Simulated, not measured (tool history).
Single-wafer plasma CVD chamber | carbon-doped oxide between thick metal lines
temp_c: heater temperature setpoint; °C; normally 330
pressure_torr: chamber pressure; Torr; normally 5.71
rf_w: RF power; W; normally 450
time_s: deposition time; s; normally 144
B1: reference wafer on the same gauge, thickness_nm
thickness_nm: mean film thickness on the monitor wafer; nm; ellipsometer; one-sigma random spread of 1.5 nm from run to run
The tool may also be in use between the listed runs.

{"run": 1, "hour": 0.0, "temp_c": 340, "pressure_torr": 5.71, "rf_w": 450, "time_s": 144, "B1": 700.723, "thickness_nm": 648.198}
{"run": 2, "hour": 53.5, "temp_c": 340, "pressure_torr": 5.71, "rf_w": 450, "time_s": 144, "B1": 701.148, "thickness_nm": 648.698}
{"run": 3, "hour": 134.4, "temp_c": 330, "pressure_torr": 5.71, "rf_w": 450, "time_s": 138, "B1": 701.103, "thickness_nm": 637.971}
{"hour": 168.7, "done": "showerhead replaced, of another model than before"}
{"run": 4, "hour": 195.4, "temp_c": 330, "pressure_torr": 5.71, "rf_w": 450, "time_s": 138, "B1": 701.393, "thickness_nm": 638.155}
{"run": 5, "hour": 240.2, "temp_c": 330, "pressure_torr": 6.84, "rf_w": 520, "time_s": 144, "B1": 701.001, "thickness_nm": 745.903}
{"hour": 273.6, "done": "thermocouple changed; heater temperature recalibrated"}
{"run": 6, "hour": 317.5, "temp_c": 330, "pressure_torr": 5.71, "rf_w": 450, "time_s": 161, "B1": 701.442, "thickness_nm": 730.655}
{"run": 7, "hour": 388.3, "temp_c": 330, "pressure_torr": 5.71, "rf_w": 450, "time_s": 161, "B1": 700.738, "thickness_nm": 728.973}
{"run": 8, "hour": 458.8, "temp_c": 330, "pressure_torr": 5.71, "rf_w": 450, "time_s": 144, "B1": 700.813, "thickness_nm": 652.726}
{"run": 9, "hour": 558.9, "temp_c": 330, "pressure_torr": 5.71, "rf_w": 450, "time_s": 144, "B1": 700.642, "thickness_nm": 658.213}
{"run": 10, "hour": 638.0, "temp_c": 330, "pressure_torr": 6.08, "rf_w": 450, "time_s": 152, "B1": 700.907, "thickness_nm": 697.269}
{"run": 11, "hour": 716.1, "temp_c": 330, "pressure_torr": 6.08, "rf_w": 450, "time_s": 152, "B1": 701.097, "thickness_nm": 698.074}
{"hour": 719.8, "done": "gauge calibrated"}
{"run": 12, "hour": 760.3, "temp_c": 330, "pressure_torr": 6.41, "rf_w": 530, "time_s": 144, "B1": 701.44, "thickness_nm": 738.758}
{"run": 13, "hour": 829.4, "temp_c": 330, "pressure_torr": 4.87, "rf_w": 370, "time_s": 144, "B1": 700.986, "thickness_nm": 549.737}
{"run": 14, "hour": 870.1, "temp_c": 318, "pressure_torr": 5.71, "rf_w": 475, "time_s": 152, "B1": 700.732, "thickness_nm": 743.928}
{"run": 15, "hour": 965.7, "temp_c": 344, "pressure_torr": 4.45, "rf_w": 525, "time_s": 121, "B1": 700.837, "thickness_nm": 553.284}

Forecast run 16:
{"run": 16, "hour": 1028.1, "temp_c": 319, "pressure_torr": 5.71, "rf_w": 450, "time_s": 144, "B1": "?", "thickness_nm": "?"}

Run 16 measured B1 700.661, thickness_nm 680.183 nm.
Were there no unlogged condition in the tool, this run, its random variation unchanged, would have produced thickness_nm 677.588 nm.

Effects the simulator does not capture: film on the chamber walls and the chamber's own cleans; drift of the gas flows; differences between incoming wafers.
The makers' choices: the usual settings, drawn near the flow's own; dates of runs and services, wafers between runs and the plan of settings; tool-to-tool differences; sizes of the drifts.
